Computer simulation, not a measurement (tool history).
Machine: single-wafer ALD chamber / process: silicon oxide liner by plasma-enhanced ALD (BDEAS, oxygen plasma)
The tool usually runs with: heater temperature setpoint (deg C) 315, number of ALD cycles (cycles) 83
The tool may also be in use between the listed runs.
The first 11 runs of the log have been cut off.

| run | day | heater temperature setpoint (deg C) | number of ALD cycles (cycles) | read-back reference wafer on the same gauge, thickness_nm | mean film thickness on the monitor wafer (Å) |
|---|---|---|---|---|---|
| 12 | 11.154 | 319 | 92 | 6.937 | 80.91 |
| 13 | 12.492 | 319 | 92 | 6.939 | 80.99 |
| 14 | 13.621 | 319 | 92 | 6.942 | 80.95 |
| 15 | 14.388 | 315 | 83 | 6.94 | 73.54 |
|  | 15.354 | thermocouple changed; heater temperature recalibrated |
| 16 | 15.579 | 315 | 83 | 6.942 | 73.54 |
| 17 | 16.683 | 320 | 77 | 6.943 | 67.5 |
| 18 | 17.683 | 326 | 66 | 6.941 | 57.23 |
| 19 | 19.104 | 330 | 68 | 6.941 | 58.69 |
| 20 | 19.954 | 311 | 73 | 6.937 | 65.13 |
| 21 | 21.392 | 324 | 83 | 6.94 | 72.57 |
| 22 | 22.571 | 315 | 83 | 6.939 | 73.44 |
| 23 | 23.175 | 309 | 97 | 6.941 | 86.92 |
|  | 24.171 | gauge calibrated |
| 24 | 25.608 | 323 | 88 | 6.941 | 77 |
| 25 | 26.742 | 315 | 83 | 6.944 | 73.5 |
| 26 | 29.304 | 310 | 70 | 6.941 | 62.41 |
| 27 | 29.9 | 327 | 83 | 6.938 | 71.97 |
| 28 | 30.658 | 307 | 98 | 6.941 | 88.12 |
| 29 | 34.596 | 315 | 83 | 6.938 | 73.35 |
| 30 | 35.617 | 315 | 83 | 6.939 | 73.57 |
| 31 | 36.446 | 310 | 83 | 6.938 | 74.31 |
| 32 | 37.104 | 315 | 83 | 6.937 | 73.54 |
| 33 | 37.712 | 325 | 74 | 6.943 | 64.59 |

Predict each of these 4 candidate next runs independently; none follows another, all start after run 33:
| A | 37.733 | 315 | 83 | ? | ? |
| B | 37.733 | 329 | 91 | ? | ? |
| C | 37.733 | 300 | 87 | ? | ? |
| D | 37.733 | 311 | 99 | ? | ? |

| run | read-back reference wafer on the same gauge, thickness_nm | mean film thickness on the monitor wafer (Å) |
|---|---|---|
| A | 6.939 | 73.66 |
| B | 6.939 | 78.92 |
| C | 6.939 | 79.47 |
| D | 6.939 | 88.43 |
What these runs would have given with no unlogged condition in the tool:
| run | mean film thickness on the monitor wafer (Å) |
|---|---|
| A | 73.66 |
| B | 78.92 |
| C | 79.47 |
| D | 88.43 |
